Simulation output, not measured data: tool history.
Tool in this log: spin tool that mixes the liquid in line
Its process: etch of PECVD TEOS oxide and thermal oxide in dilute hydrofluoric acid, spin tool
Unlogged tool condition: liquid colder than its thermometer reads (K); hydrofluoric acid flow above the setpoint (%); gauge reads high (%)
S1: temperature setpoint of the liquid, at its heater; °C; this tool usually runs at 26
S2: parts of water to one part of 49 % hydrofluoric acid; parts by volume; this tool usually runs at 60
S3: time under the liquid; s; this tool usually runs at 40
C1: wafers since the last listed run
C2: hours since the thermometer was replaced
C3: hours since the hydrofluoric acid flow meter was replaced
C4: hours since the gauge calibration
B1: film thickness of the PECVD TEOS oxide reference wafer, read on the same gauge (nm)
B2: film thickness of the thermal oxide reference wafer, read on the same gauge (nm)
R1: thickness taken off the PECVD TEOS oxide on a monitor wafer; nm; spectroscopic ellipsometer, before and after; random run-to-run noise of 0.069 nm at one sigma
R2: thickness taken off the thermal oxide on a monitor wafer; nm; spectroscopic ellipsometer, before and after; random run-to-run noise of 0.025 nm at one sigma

run 1 hour=0 | S1=26 S2=60 S3=35 | C1=0 C2=976 C3=1527.3 C4=3892.2 | B1=129.98 B2=80.021 | R1=10.83 R2=3.757
-- hour=67.3 hydrofluoric acid flow meter replaced
run 2 hour=67.7 | S1=26 S2=60 S3=35 | C1=1179 C2=1043.7 C3=0.4 C4=3959.9 | B1=129.99 B2=80.005 | R1=10.16 R2=3.547
run 3 hour=114.8 | S1=26 S2=35 S3=40 | C1=832 C2=1090.8 C3=47.5 C4=4007 | B1=129.97 B2=79.977 | R1=20.91 R2=7.119
-- hour=157.3 gauge calibrated
run 4 hour=221.2 | S1=31 S2=60 S3=45 | C1=1881 C2=1197.2 C3=153.9 C4=63.9 | B1=129.99 B2=79.987 | R1=15.93 R2=5.576
run 5 hour=301.3 | S1=26 S2=70 S3=60 | C1=1416 C2=1277.3 C3=234 C4=144 | B1=129.98 B2=79.996 | R1=14.94 R2=5.192
run 6 hour=400.2 | S1=26 S2=60 S3=40 | C1=1748 C2=1376.2 C3=332.9 C4=242.9 | B1=129.99 B2=80.013 | R1=11.65 R2=4.101
-- hour=491.6 thermometer replaced
run 7 hour=492.1 | S1=30 S2=60 S3=40 | C1=1607 C2=0.5 C3=424.8 C4=334.8 | B1=130.01 B2=79.995 | R1=13.86 R2=4.821
run 8 hour=530.4 | S1=26 S2=70 S3=60 | C1=677 C2=38.8 C3=463.1 C4=373.1 | B1=129.99 B2=79.99 | R1=14.95 R2=5.253
run 9 hour=591.8 | S1=26 S2=60 S3=40 | C1=1085 C2=100.2 C3=524.5 C4=434.5 | B1=130.01 B2=80 | R1=11.87 R2=4.203
run 10 hour=669.4 | S1=24.5 S2=80 S3=20 | C1=1372 C2=177.8 C3=602.1 C4=512.1 | B1=130.02 B2=80.017 | R1=4.13 R2=1.451
run 11 hour=760.3 | S1=30.5 S2=80 S3=65 | C1=1607 C2=268.7 C3=693 C4=603 | B1=129.99 B2=80.003 | R1=17 R2=5.89
run 12 hour=826.4 | S1=29 S2=70 S3=30 | C1=1168 C2=334.8 C3=759.1 C4=669.1 | B1=130 B2=80.025 | R1=8.6 R2=3.022
run 13 hour=929 | S1=23 S2=40 S3=25 | C1=1814 C2=437.4 C3=861.7 C4=771.7 | B1=129.99 B2=79.999 | R1=10.28 R2=3.586
run 14 hour=1094.8 | S1=26 S2=60 S3=40 | C1=2931 C2=603.2 C3=1027.5 C4=937.5 | B1=130.02 B2=80.003 | R1=12.31 R2=4.264
run 15 hour=1177.5 | S1=26 S2=45 S3=55 | C1=1462 C2=685.9 C3=1110.2 C4=1020.2 | B1=130.03 B2=80.018 | R1=23.19 R2=8.05
run 16 hour=1272.4 | S1=26 S2=80 S3=60 | C1=1677 C2=780.8 C3=1205.1 C4=1115.1 | B1=129.98 B2=79.963 | R1=13.57 R2=4.751
run 17 hour=1364.9 | S1=24.5 S2=40 S3=20 | C1=1635 C2=873.3 C3=1297.6 C4=1207.6 | B1=130 B2=79.996 | R1=8.97 R2=3.126
-- hour=1455.9 hydrofluoric acid flow meter replaced
run 18 hour=1464.6 | S1=26 S2=60 S3=40 | C1=1745 C2=973 C3=8.7 C4=1307.3 | B1=129.99 B2=80.037 | R1=11.52 R2=3.997
run 19 hour=1547.7 | S1=26 S2=60 S3=15 | C1=1469 C2=1056.1 C3=91.8 C4=1390.4 | B1=129.99 B2=80.001 | R1=4.29 R2=1.505
run 20 hour=1649.9 | S1=26 S2=60 S3=30 | C1=1806 C2=1158.3 C3=194 C4=1492.6 | B1=130.03 B2=80.045 | R1=8.69 R2=3.004
run 21 hour=1740.2 | S1=28 S2=75 S3=40 | C1=1596 C2=1248.6 C3=284.3 C4=1582.9 | B1=130.01 B2=79.988 | R1=9.84 R2=3.48
run 22 hour=1837.5 | S1=29.5 S2=45 S3=40 | C1=1720 C2=1345.9 C3=381.6 C4=1680.2 | B1=129.97 B2=79.981 | R1=18.18 R2=6.407
-- hour=1887.2 thermometer replaced
run 23 hour=1937.9 | S1=26 S2=60 S3=50 | C1=1757 C2=50.7 C3=482 C4=1780.6 | B1=129.96 B2=80.003 | R1=14.64 R2=5.169
run 24 hour=2026.7 | S1=26 S2=60 S3=40 | C1=1570 C2=139.5 C3=570.8 C4=1869.4 | B1=130.01 B2=79.978 | R1=11.82 R2=4.101
run 25 hour=2105.3 | S1=26 S2=60 S3=40 | C1=1389 C2=218.1 C3=649.4 C4=1948 | B1=129.97 B2=79.997 | R1=11.72 R2=4.126
run 26 hour=2160.5 | S1=26 S2=60 S3=25 | C1=975 C2=273.3 C3=704.6 C4=2003.2 | B1=130.01 B2=80.024 | R1=7.41 R2=2.612

Predict each of these 4 candidate next runs independently; none follows another, all start after run 26:
run A hour=2160.9 | S1=26 S2=60 S3=60 | C1=7 C2=273.7 C3=705 C4=2003.6 | B1=? B2=? | R1=? R2=?
run B hour=2160.9 | S1=29.5 S2=60 S3=40 | C1=7 C2=273.7 C3=705 C4=2003.6 | B1=? B2=? | R1=? R2=?
run C hour=2160.9 | S1=29 S2=35 S3=40 | C1=7 C2=273.7 C3=705 C4=2003.6 | B1=? B2=? | R1=? R2=?
run D hour=2160.9 | S1=26 S2=45 S3=40 | C1=7 C2=273.7 C3=705 C4=2003.6 | B1=? B2=? | R1=? R2=?

run=A B1=130.01 B2=80.054 R1=17.84 R2=6.23
run=B B1=130.01 B2=80.054 R1=13.66 R2=4.772
run=C B1=130.01 B2=80.054 R1=23.82 R2=8.317
run=D B1=130.01 B2=80.054 R1=16.18 R2=5.651
Take away the tool's hidden state, keep each run's random variation, and the runs would have read:
run=A R1=17.18 R2=6
run=B R1=13.16 R2=4.594
run=C R1=22.96 R2=8.02
run=D R1=15.59 R2=5.445

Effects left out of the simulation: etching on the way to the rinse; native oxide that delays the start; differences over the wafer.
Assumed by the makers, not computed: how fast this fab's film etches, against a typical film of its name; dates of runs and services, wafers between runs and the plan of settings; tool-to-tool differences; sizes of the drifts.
